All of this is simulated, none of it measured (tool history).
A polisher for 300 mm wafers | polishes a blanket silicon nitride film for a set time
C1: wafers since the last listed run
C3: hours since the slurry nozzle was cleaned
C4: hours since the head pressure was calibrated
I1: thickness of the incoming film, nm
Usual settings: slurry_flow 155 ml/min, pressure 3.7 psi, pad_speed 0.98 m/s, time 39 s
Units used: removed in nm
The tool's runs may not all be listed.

Run 1, hour 0.0: usual settings; C1 0; wafers polished on this pad 4888; C3 168.3; C4 1075.5; I1 834.4. Result: removed 62.7 nm.
Run 2, hour 62.7: usual settings; C1 609; wafers polished on this pad 5497; C3 231.0; C4 1138.2; I1 835.6. Result: removed 63.9 nm.
At hour 121.7: worn pad replaced by a new one.
Run 3, hour 139.0: usual settings; C1 702; wafers polished on this pad 168; C3 307.3; C4 1214.5; I1 827.3. Result: removed 62.4 nm.
At hour 174.0: head pressure recalibrated.
Run 4, hour 186.5: usual settings; C1 442; wafers polished on this pad 610; C3 354.8; C4 12.5; I1 846.7. Result: removed 63.0 nm.
Run 5, hour 287.4: usual settings; C1 980; wafers polished on this pad 1591; C3 455.7; C4 113.4; I1 825.5. Result: removed 62.8 nm.
Run 6, hour 357.5: usual settings; C1 681; wafers polished on this pad 2273; C3 525.8; C4 183.5; I1 822.6. Result: removed 62.3 nm.
At hour 420.1: slurry nozzle cleaned.
Run 7, hour 519.4: usual settings; C1 1564; wafers polished on this pad 3837; C3 99.3; C4 345.4; I1 834.7. Result: removed 61.9 nm.
Run 8, hour 583.2: usual settings but slurry_flow 190 ml/min, time 45 s; C1 620; wafers polished on this pad 4457; C3 163.1; C4 409.2; I1 818.6. Result: removed 75.5 nm.
Run 9, hour 688.1: usual settings; C1 1019; wafers polished on this pad 5477; C3 268.0; C4 514.1; I1 841.5. Result: removed 62.5 nm.
Run 10, hour 780.6: usual settings; C1 899; wafers polished on this pad 6376; C3 360.5; C4 606.6; I1 824.9. Result: removed 62.1 nm.
At hour 786.4: worn pad replaced by a new one.
Run 11, hour 836.0: usual settings; C1 499; wafers polished on this pad 482; C3 415.9; C4 662.0; I1 822.2. Result: removed 62.9 nm.
Run 12, hour 937.3: usual settings; C1 984; wafers polished on this pad 1467; C3 517.2; C4 763.3; I1 829.7. Result: removed 61.8 nm.
Run 13, hour 975.4: usual settings; C1 370; wafers polished on this pad 1837; C3 555.3; C4 801.4; I1 821.8. Result: removed 61.3 nm.
At hour 1024.4: slurry nozzle cleaned.
Run 14, hour 1246.5: usual settings; C1 2625; wafers polished on this pad 4463; C3 222.1; C4 1072.5; I1 824.4. Result: removed 56.9 nm.
Run 15, hour 1339.6: usual settings but slurry_flow 200 ml/min, pressure 2.8 psi; C1 905; wafers polished on this pad 5368; C3 315.2; C4 1165.6; I1 843.5. Result: removed 45.1 nm.
At hour 1385.2: worn pad replaced by a new one.
Run 16, hour 1438.1: usual settings but slurry_flow 200 ml/min, pressure 2.8 psi; C1 918; wafers polished on this pad 514; C3 413.7; C4 1264.1; I1 830.1. Result: removed 45.7 nm.
Run 17, hour 1480.0: usual settings but slurry_flow 135 ml/min, pressure 4.5 psi; C1 407; wafers polished on this pad 921; C3 455.6; C4 1306.0; I1 817.4. Result: removed 65.4 nm.
At hour 1631.9: head pressure recalibrated.
At hour 1756.5: slurry nozzle cleaned, repeated, since the last time left the tool worse.
Run 18, hour 1758.2: usual settings but pressure 2.9 psi, pad_speed 0.80 m/s, time 33 s; C1 2675; wafers polished on this pad 3597; C3 1.7; C4 126.3; I1 829.4. Result: removed 36.6 nm.
At hour 1967.1: worn pad replaced by a new one.
Run 19, hour 1998.6: usual settings but slurry_flow 175 ml/min, pressure 3.4 psi, pad_speed 0.80 m/s, time 52 s; C1 2298; wafers polished on this pad 306; C3 242.1; C4 366.7; I1 827.8. Result: removed 68.4 nm.
Run 20, hour 2096.1: usual settings but slurry_flow 190 ml/min, pressure 4.7 psi; C1 947; wafers polished on this pad 1254; C3 339.6; C4 464.2; I1 831.5. Result: removed 82.7 nm.
Run 21, hour 2194.8: usual settings but slurry_flow 135 ml/min, pressure 4.3 psi; C1 959; wafers polished on this pad 2213; C3 438.3; C4 562.9; I1 832.0. Result: removed 70.0 nm.
Run 22, hour 2298.1: usual settings but pressure 2.7 psi, pad_speed 1.14 m/s; C1 1004; wafers polished on this pad 3218; C3 541.6; C4 666.2; I1 842.4. Result: removed 50.4 nm.
Run 23, hour 2374.7: usual settings but slurry_flow 105 ml/min, time 30 s; C1 744; wafers polished on this pad 3962; C3 618.2; C4 742.8; I1 836.3. Result: removed 43.2 nm.
Run 24, hour 2414.2: usual settings but pressure 4.1 psi, pad_speed 0.84 m/s; C1 384; wafers polished on this pad 4346; C3 657.7; C4 782.3; I1 832.7. Result: removed 61.3 nm.
At hour 2498.3: slurry nozzle cleaned.
Run 25, hour 2503.7: usual settings but pad_speed 1.16 m/s; C1 860; wafers polished on this pad 5207; C3 5.4; C4 871.8; I1 824.3. Result: removed 73.0 nm.
At hour 2554.2: worn pad replaced by a new one.
Run 26, hour 2599.1: usual settings; C1 888; wafers polished on this pad 436; C3 100.8; C4 967.2; I1 821.9. Result: removed 63.5 nm.
Run 27, hour 2687.8: usual settings but pad_speed 0.86 m/s; C1 862; wafers polished on this pad 1298; C3 189.5; C4 1055.9; I1 824.9. Result: removed 57.9 nm.
Run 28, hour 2731.9: usual settings but slurry_flow 125 ml/min, pad_speed 1.16 m/s, time 32 s; C1 428; wafers polished on this pad 1727; C3 233.6; C4 1100.0; I1 827.5. Result: removed 55.1 nm.
Run 29, hour 2823.1: usual settings but time 32 s; C1 886; wafers polished on this pad 2613; C3 324.8; C4 1191.2; I1 833.7. Result: removed 52.1 nm.

Run 30 is up next; what results do you expect?
Run 30, hour 2899.0: usual settings but pressure 4.1 psi, pad_speed 0.84 m/s; C1 737; wafers polished on this pad 3351; C3 400.7; C4 1267.1; I1 827.6. Result: removed ?.

{"run 30": {"removed": 62.4}}
Were there no unlogged condition in the tool, this run, its random variation unchanged, would have produced removed 63.7 nm.
